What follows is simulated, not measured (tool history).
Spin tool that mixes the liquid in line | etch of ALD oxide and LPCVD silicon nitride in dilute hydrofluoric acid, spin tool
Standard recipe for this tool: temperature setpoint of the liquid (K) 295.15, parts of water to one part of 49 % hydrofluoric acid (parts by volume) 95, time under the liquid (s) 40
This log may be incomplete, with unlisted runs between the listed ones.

| run | hour | temperature setpoint of the liquid (K) | parts of water to one part of 49 % hydrofluoric acid (parts by volume) | time under the liquid (s) | read-back film thickness of the ALD oxide reference wafer, read on the same gauge (nm) | read-back film thickness of the LPCVD silicon nitride reference wafer, read on the same gauge (nm) | thickness taken off the ALD oxide on a monitor wafer (nm) | thickness taken off the LPCVD silicon nitride on a monitor wafer (nm) |
|---|---|---|---|---|---|---|---|---|
| 1 | 0 | 295.15 | 95 | 40 | 89.55 | 39.728 | 9.52 | 0.244 |
| 2 | 42 | 295.15 | 95 | 45 | 89.51 | 39.764 | 10.81 | 0.239 |
| 3 | 93.1 | 295.15 | 60 | 40 | 89.43 | 39.724 | 15.83 | 0.461 |
| 4 | 137 | 295.15 | 95 | 15 | 89.37 | 39.677 | 3.6 | 0.094 |
| 5 | 192.8 | 292.15 | 95 | 40 | 89.28 | 39.671 | 8.5 | 0.222 |
| 6 | 284.9 | 295.15 | 95 | 40 | 89.17 | 39.571 | 9.65 | 0.275 |
| 7 | 337.1 | 295.15 | 95 | 40 | 89.08 | 39.595 | 9.62 | 0.284 |
| 8 | 385.3 | 297.15 | 95 | 50 | 89.04 | 39.555 | 12.98 | 0.335 |
|  | 431.4 | hydrofluoric acid flow meter replaced |
| 9 | 447.5 | 290.65 | 55 | 40 | 88.91 | 39.584 | 14.35 | 0.322 |
| 10 | 471.6 | 295.15 | 50 | 40 | 88.91 | 39.523 | 19.39 | 0.436 |
| 11 | 513.5 | 291.65 | 115 | 20 | 88.82 | 39.457 | 3.35 | 0.075 |
| 12 | 540.3 | 295.15 | 135 | 35 | 88.82 | 39.496 | 5.63 | 0.112 |
| 13 | 589.6 | 295.15 | 80 | 20 | 88.78 | 39.461 | 5.75 | 0.164 |
| 14 | 649.3 | 290.15 | 95 | 40 | 88.64 | 39.42 | 7.79 | 0.135 |
| 15 | 716.1 | 295.15 | 95 | 40 | 88.56 | 39.385 | 9.58 | 0.261 |
| 16 | 753.4 | 292.15 | 145 | 55 | 88.54 | 39.328 | 7.2 | 0.133 |
| 17 | 805.8 | 291.15 | 95 | 40 | 88.45 | 39.337 | 8.03 | 0.164 |
| 18 | 843.7 | 295.15 | 95 | 40 | 88.4 | 39.293 | 9.44 | 0.261 |
| 19 | 897.9 | 295.15 | 95 | 55 | 88.35 | 39.284 | 13.06 | 0.2 |
| 20 | 925 | 291.15 | 125 | 55 | 88.33 | 39.26 | 8.13 | 0.138 |
|  | 938.2 | hydrofluoric acid flow meter replaced |
| 21 | 960 | 291.15 | 130 | 15 | 88.24 | 39.195 | 2.13 | 0.049 |
| 22 | 1004.9 | 295.15 | 95 | 40 | 88.17 | 39.228 | 9.4 | 0.277 |
| 23 | 1196.7 | 290.65 | 130 | 25 | 87.94 | 39.086 | 3.44 | 0.09 |
| 24 | 1319.4 | 298.15 | 140 | 55 | 87.76 | 39.005 | 9.43 | 0.295 |
| 25 | 1378.1 | 298.65 | 95 | 40 | 87.7 | 39.015 | 10.84 | 0.285 |

5 options for the next run, each taken on its own from the tool as it stands now. Forecast them:
| A | 1378.5 | 295.15 | 95 | 40 | ? | ? | ? | ? |
| B | 1378.5 | 292.15 | 140 | 50 | ? | ? | ? | ? |
| C | 1378.5 | 295.15 | 75 | 40 | ? | ? | ? | ? |
| D | 1378.5 | 291.65 | 135 | 65 | ? | ? | ? | ? |
| E | 1378.5 | 295.15 | 95 | 25 | ? | ? | ? | ? |

| run | read-back film thickness of the ALD oxide reference wafer, read on the same gauge (nm) | read-back film thickness of the LPCVD silicon nitride reference wafer, read on the same gauge (nm) | thickness taken off the ALD oxide on a monitor wafer (nm) | thickness taken off the LPCVD silicon nitride on a monitor wafer (nm) |
|---|---|---|---|---|
| A | 87.69 | 39.009 | 9.37 | 0.29 |
| B | 87.69 | 39.009 | 6.7 | 0.203 |
| C | 87.69 | 39.009 | 12.16 | 0.366 |
| D | 87.69 | 39.009 | 8.9 | 0.264 |
| E | 87.69 | 39.009 | 5.86 | 0.181 |
With the hidden condition removed and each run's random variation left untouched, the same runs would have given:
| run | thickness taken off the ALD oxide on a monitor wafer (nm) | thickness taken off the LPCVD silicon nitride on a monitor wafer (nm) |
|---|---|---|
| A | 9.62 | 0.298 |
| B | 6.88 | 0.208 |
| C | 12.48 | 0.376 |
| D | 9.13 | 0.271 |
| E | 6.01 | 0.186 |
